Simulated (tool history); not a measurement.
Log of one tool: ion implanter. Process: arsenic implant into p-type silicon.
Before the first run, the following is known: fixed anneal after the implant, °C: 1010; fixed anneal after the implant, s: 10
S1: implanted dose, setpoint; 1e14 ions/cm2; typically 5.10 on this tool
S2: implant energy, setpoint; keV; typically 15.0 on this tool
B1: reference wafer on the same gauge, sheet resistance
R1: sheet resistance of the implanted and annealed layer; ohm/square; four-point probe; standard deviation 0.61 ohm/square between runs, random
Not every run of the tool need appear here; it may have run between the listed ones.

run    hour    S1    S2      B1      R1
  1     0.0  5.10  15.0  200.91  201.72
  2    51.1  5.10  15.0  201.05  204.15
  3   184.2  5.10  15.0  201.11  203.37
  4   221.0  5.10  15.0  201.22  202.73
  5   253.3  5.10  15.0  200.95  203.41
  6   307.7  5.10  13.0  201.07  206.52
  7   359.3  5.10  13.0  200.83  205.06
  8   404.5  5.10  13.0  201.17  205.42
  9   470.8  5.10  18.5  200.95  196.37
 10   531.7  5.82  15.0  201.03  186.20
 11   557.5  5.10  15.0  200.95  202.59
 12   588.0  5.10  15.0  201.25  201.68
 13   636.9  5.10  15.0  201.02  201.73
 14   692.5  5.10  15.0  200.92  202.46
 15   892.6  5.10  15.0  200.88  205.31
 16  1082.0  5.10  15.0  200.86  203.82
 17  1150.2  4.14  15.0  200.88  236.47
 18  1234.0  5.10  15.0  201.17  204.32
 19  1296.6  5.49  17.0  201.16  190.94
 20  1343.6  3.77  10.5  201.07  264.45
 21  1407.8  5.10  16.5  200.93  201.36
 22  1547.1  4.23  13.5  201.10  234.84
 23  1596.9  4.30  17.0  200.90  226.42
 24  1624.2  5.10  15.0  201.03  203.78
 25  1674.7  5.97  17.5  201.15  180.28
 26  1701.0  4.30  17.0  200.87  226.32
 27  1747.3  4.23  13.5  200.79  234.97
 28  1803.3  6.02  13.0  200.93  186.86
 29  1848.4  5.87  17.0  200.97  183.02
 30  1893.0  4.11  15.0  200.94  237.97
 31  1930.1  4.23  13.5  200.95  235.15
 32  2002.0  5.10  10.5  201.02  212.88
 33  2048.5  6.07  16.5  200.97  178.47
 34  2090.8  5.53  15.0  200.78  192.44
 35  2115.8  4.36  18.0  201.06  220.30

Missing from the log above: 3 entries noted between runs. For each, name the pair of listed runs it sits between and say how the tool's hidden condition differs from the listed run just before to the listed run just after:
Logged between run 14 and run 15: Faraday cup replaced and dose calibrated (hour 745.5); extraction supply calibrated (hour 761.9)
  deviation of the true dose from the Faraday cup's reading, %: 2.3 -> 0.356
  measured value less the no-hidden-state value, R1: -3.10 -> -0.49 ohm/square
Logged between run 22 and run 23: gauge calibrated (hour 1580.8)
  deviation of the true dose from the Faraday cup's reading, %: 0.633 -> 0.67
  measured value less the no-hidden-state value, R1: -1.06 -> -1.08 ohm/square
